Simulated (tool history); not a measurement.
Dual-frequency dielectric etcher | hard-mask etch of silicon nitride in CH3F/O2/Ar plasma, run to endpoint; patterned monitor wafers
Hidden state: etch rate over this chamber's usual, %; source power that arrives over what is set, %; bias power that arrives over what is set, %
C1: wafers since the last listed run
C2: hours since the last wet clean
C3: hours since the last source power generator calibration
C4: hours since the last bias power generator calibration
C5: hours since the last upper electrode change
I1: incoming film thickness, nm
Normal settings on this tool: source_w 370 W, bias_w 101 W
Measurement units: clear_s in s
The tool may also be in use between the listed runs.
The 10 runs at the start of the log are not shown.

{"hour": 301.6, "done": "upper electrode replaced"}
{"hour": 312.9, "done": "wet clean of the chamber"}
{"run": 11, "hour": 313.4, "source_w": 370, "bias_w": 110, "C1": 40, "C2": 0.5, "C3": 3492.5, "C4": 5511.5, "C5": 11.8, "I1": 42.37, "clear_s": 54.0}
{"run": 12, "hour": 338.1, "source_w": 370, "bias_w": 110, "C1": 252, "C2": 25.2, "C3": 3517.2, "C4": 5536.2, "C5": 36.5, "I1": 42.49, "clear_s": 54.2}
{"run": 13, "hour": 355.9, "source_w": 420, "bias_w": 101, "C1": 181, "C2": 43.0, "C3": 3535.0, "C4": 5554.0, "C5": 54.3, "I1": 42.08, "clear_s": 54.1}
{"run": 14, "hour": 380.0, "source_w": 340, "bias_w": 101, "C1": 246, "C2": 67.1, "C3": 3559.1, "C4": 5578.1, "C5": 78.4, "I1": 42.26, "clear_s": 57.9}
{"hour": 462.5, "done": "bias power generator calibrated"}
{"run": 15, "hour": 486.0, "source_w": 340, "bias_w": 101, "C1": 1041, "C2": 173.1, "C3": 3665.1, "C4": 23.5, "C5": 184.4, "I1": 42.49, "clear_s": 58.5}
{"run": 16, "hour": 507.1, "source_w": 440, "bias_w": 87, "C1": 215, "C2": 194.2, "C3": 3686.2, "C4": 44.6, "C5": 205.5, "I1": 42.65, "clear_s": 58.0}
{"run": 17, "hour": 536.5, "source_w": 350, "bias_w": 101, "C1": 300, "C2": 223.6, "C3": 3715.6, "C4": 74.0, "C5": 234.9, "I1": 43.26, "clear_s": 59.5}
{"run": 18, "hour": 552.4, "source_w": 350, "bias_w": 101, "C1": 162, "C2": 239.5, "C3": 3731.5, "C4": 89.9, "C5": 250.8, "I1": 42.44, "clear_s": 58.4}
{"run": 19, "hour": 578.5, "source_w": 370, "bias_w": 101, "C1": 266, "C2": 265.6, "C3": 3757.6, "C4": 116.0, "C5": 276.9, "I1": 42.8, "clear_s": 57.9}
{"run": 20, "hour": 652.9, "source_w": 370, "bias_w": 110, "C1": 759, "C2": 340.0, "C3": 3832.0, "C4": 190.4, "C5": 351.3, "I1": 42.33, "clear_s": 55.3}
{"run": 21, "hour": 678.9, "source_w": 400, "bias_w": 88, "C1": 265, "C2": 366.0, "C3": 3858.0, "C4": 216.4, "C5": 377.3, "I1": 42.32, "clear_s": 59.8}
{"hour": 724.7, "done": "source power generator calibrated"}
{"hour": 728.4, "done": "wet clean of the chamber"}
{"run": 22, "hour": 728.9, "source_w": 460, "bias_w": 113, "C1": 432, "C2": 0.5, "C3": 4.2, "C4": 266.4, "C5": 427.3, "I1": 42.63, "clear_s": 50.2}
{"run": 23, "hour": 741.7, "source_w": 370, "bias_w": 113, "C1": 130, "C2": 13.3, "C3": 17.0, "C4": 279.2, "C5": 440.1, "I1": 42.99, "clear_s": 54.2}
{"run": 24, "hour": 776.8, "source_w": 330, "bias_w": 82, "C1": 358, "C2": 48.4, "C3": 52.1, "C4": 314.3, "C5": 475.2, "I1": 42.35, "clear_s": 64.4}
{"run": 25, "hour": 790.4, "source_w": 370, "bias_w": 119, "C1": 138, "C2": 62.0, "C3": 65.7, "C4": 327.9, "C5": 488.8, "I1": 43.05, "clear_s": 53.5}
{"run": 26, "hour": 844.6, "source_w": 340, "bias_w": 87, "C1": 553, "C2": 116.2, "C3": 119.9, "C4": 382.1, "C5": 543.0, "I1": 42.8, "clear_s": 62.6}
{"run": 27, "hour": 861.5, "source_w": 370, "bias_w": 101, "C1": 172, "C2": 133.1, "C3": 136.8, "C4": 399.0, "C5": 559.9, "I1": 42.46, "clear_s": 56.6}
{"run": 28, "hour": 883.8, "source_w": 350, "bias_w": 90, "C1": 227, "C2": 155.4, "C3": 159.1, "C4": 421.3, "C5": 582.2, "I1": 42.79, "clear_s": 61.6}
{"run": 29, "hour": 899.0, "source_w": 320, "bias_w": 111, "C1": 155, "C2": 170.6, "C3": 174.3, "C4": 436.5, "C5": 597.4, "I1": 42.41, "clear_s": 57.5}
{"run": 30, "hour": 920.7, "source_w": 430, "bias_w": 110, "C1": 221, "C2": 192.3, "C3": 196.0, "C4": 458.2, "C5": 619.1, "I1": 42.06, "clear_s": 51.7}
{"run": 31, "hour": 936.1, "source_w": 370, "bias_w": 108, "C1": 157, "C2": 207.7, "C3": 211.4, "C4": 473.6, "C5": 634.5, "I1": 42.5, "clear_s": 55.2}

Branching from run 31: 4 alternative next runs. What would each branch give?
{"run": "A", "hour": 936.5, "source_w": 370, "bias_w": 80, "C1": 4, "C2": 208.1, "C3": 211.8, "C4": 474.0, "C5": 634.9, "I1": 42.43, "clear_s": "?"}
{"run": "B", "hour": 936.5, "source_w": 300, "bias_w": 92, "C1": 4, "C2": 208.1, "C3": 211.8, "C4": 474.0, "C5": 634.9, "I1": 42.43, "clear_s": "?"}
{"run": "C", "hour": 936.5, "source_w": 400, "bias_w": 116, "C1": 4, "C2": 208.1, "C3": 211.8, "C4": 474.0, "C5": 634.9, "I1": 42.43, "clear_s": "?"}
{"run": "D", "hour": 936.5, "source_w": 450, "bias_w": 85, "C1": 4, "C2": 208.1, "C3": 211.8, "C4": 474.0, "C5": 634.9, "I1": 42.43, "clear_s": "?"}

run=A clear_s=63.9
run=B clear_s=64.0
run=C clear_s=52.5
run=D clear_s=58.2
Without the tool's unlogged condition, the same runs would have read:
run=A clear_s=62.9
run=B clear_s=63.0
run=C clear_s=51.7
run=D clear_s=57.3

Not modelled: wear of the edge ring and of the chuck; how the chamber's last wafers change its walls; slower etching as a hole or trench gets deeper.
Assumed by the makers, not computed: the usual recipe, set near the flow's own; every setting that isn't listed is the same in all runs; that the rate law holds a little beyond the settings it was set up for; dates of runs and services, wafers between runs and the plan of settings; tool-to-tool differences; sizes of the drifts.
